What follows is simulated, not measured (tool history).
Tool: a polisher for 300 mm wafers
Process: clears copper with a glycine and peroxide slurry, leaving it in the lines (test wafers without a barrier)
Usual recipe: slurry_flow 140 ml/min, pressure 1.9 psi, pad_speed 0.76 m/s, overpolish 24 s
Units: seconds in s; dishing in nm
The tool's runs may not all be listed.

run,hour,slurry_flow,pressure,pad_speed,overpolish,wafers since the last listed run,wafers polished on this pad,hours since the slurry nozzle was cleaned,hours since the head pressure was calibrated,"incoming thickness of the incoming film, nm",seconds,dishing
1,0,140,2.4,0.76,24,0,349,196.3,1003.2,477.8,149.8,40.5
2,10.5,140,1.9,0.76,16,89,439,206.8,1013.7,469.3,173.4,27.4
3,21.7,140,1.9,0.76,16,95,534,218,1024.9,472.5,173.8,26.9
4,33.2,140,1.9,0.76,24,98,633,229.5,1036.4,478.8,171.5,35.6
5,50.3,140,1.9,0.76,24,146,779,246.6,1053.5,470.9,172.2,35.9
6,64.8,140,1.9,0.76,24,124,904,261.1,1068,476.7,173.5,37.3
7,71.5,140,1.9,0.76,24,57,961,267.8,1074.7,477,174.9,36.8
8,87.3,140,1.9,0.76,24,135,1096,283.6,1090.5,475,172.2,36.2
9,101.5,140,1.9,0.76,24,121,1218,297.8,1104.7,465.8,168.3,35.6
# hour 113.6: worn pad replaced by a new one
10,115.4,105,1.9,0.76,24,84,15,311.7,1118.6,467.2,184.7,35.1
11,140.8,105,1.9,0.76,24,217,233,337.1,1144,476.9,189,36
12,166.8,105,1.9,0.76,24,222,455,363.1,1170,473.2,183.4,33.5
13,179.9,140,1.9,0.76,24,112,568,376.2,1183.1,475.4,171.7,36
14,186.2,140,1.9,0.68,24,53,622,382.5,1189.4,476.2,186.3,35.8
# hour 188.7: head pressure recalibrated
15,203.6,140,1.9,0.68,24,131,754,399.9,14.9,477.5,196.1,33.1
16,212.1,140,1.9,0.68,24,72,826,408.4,23.4,476.5,197.3,33.5
17,230,140,1.9,0.76,24,153,980,426.3,41.3,475.9,180.3,35.1
18,239.2,140,1.2,0.92,24,78,1058,435.5,50.5,466.4,198.1,32.1
19,248.2,140,1.5,0.76,24,77,1136,444.5,59.5,474.8,205,32
# hour 258.1: worn pad replaced by a new one
20,259.1,140,1.9,0.76,24,59,8,455.4,70.4,474.5,177.6,35.4
# hour 269.5: slurry nozzle cleaned
21,270,140,1.9,0.76,24,84,93,0.5,81.3,480.5,186.2,34.7
22,286,95,2.3,0.56,28,137,230,16.5,97.3,482.1,216.7,35.9
23,301.7,95,1.3,0.96,17,134,365,32.2,113,472.5,201.3,23.7
24,315,140,1.9,0.96,15,113,479,45.5,126.3,482.2,155.6,28.8
25,331.8,140,1.3,0.76,29,143,623,62.3,143.1,477,217.5,36.2
26,345.1,170,2.4,0.76,24,113,737,75.6,156.4,474.9,150.4,41.2
27,393.7,155,1.9,0.62,24,416,1153,124.2,205,478.5,202.5,33.9
28,403.4,170,1.9,0.9,12,83,1236,133.9,214.7,474.7,152.2,24.1
# hour 407.5: worn pad replaced by a new one
29,411.9,140,1.9,0.76,24,38,37,142.4,223.2,474.6,177.5,36.5
30,460.1,140,1.9,0.76,13,412,450,190.6,271.4,470.9,172,23.6
31,476.5,90,1.9,0.76,24,140,590,207,287.8,473.6,197.9,34.6
32,493,140,1.9,0.76,24,141,732,223.5,304.3,477.2,177.1,36.2
33,501.8,140,1.9,0.92,35,75,807,232.3,313.1,468,148.9,46.5
34,519.5,140,1.5,0.86,11,151,959,250,330.8,476.1,186,19
# hour 535.2: worn pad replaced by a new one
35,535.7,120,1.9,0.76,11,104,4,266.2,347,480,183.3,20.1
36,547.5,180,1.9,0.76,31,101,105,278,358.8,465.9,166.6,45.8

Here are 3 independent what-if runs from the current tool condition. What would each one return?
A,548,140,1.9,0.76,24,4,109,278.5,359.3,476.8,?,?
B,548,170,1.9,0.92,24,4,109,278.5,359.3,476.8,?,?
C,548,140,2.3,0.52,16,4,109,278.5,359.3,476.8,?,?

run,seconds,dishing
A,177.4,37.2
B,149.7,40.9
C,204.9,25.4
Take away the tool's hidden state, keep each run's random variation, and the runs would have read:
run,seconds,dishing
A,185.6,36.1
B,157,39.7
C,213.7,24.5
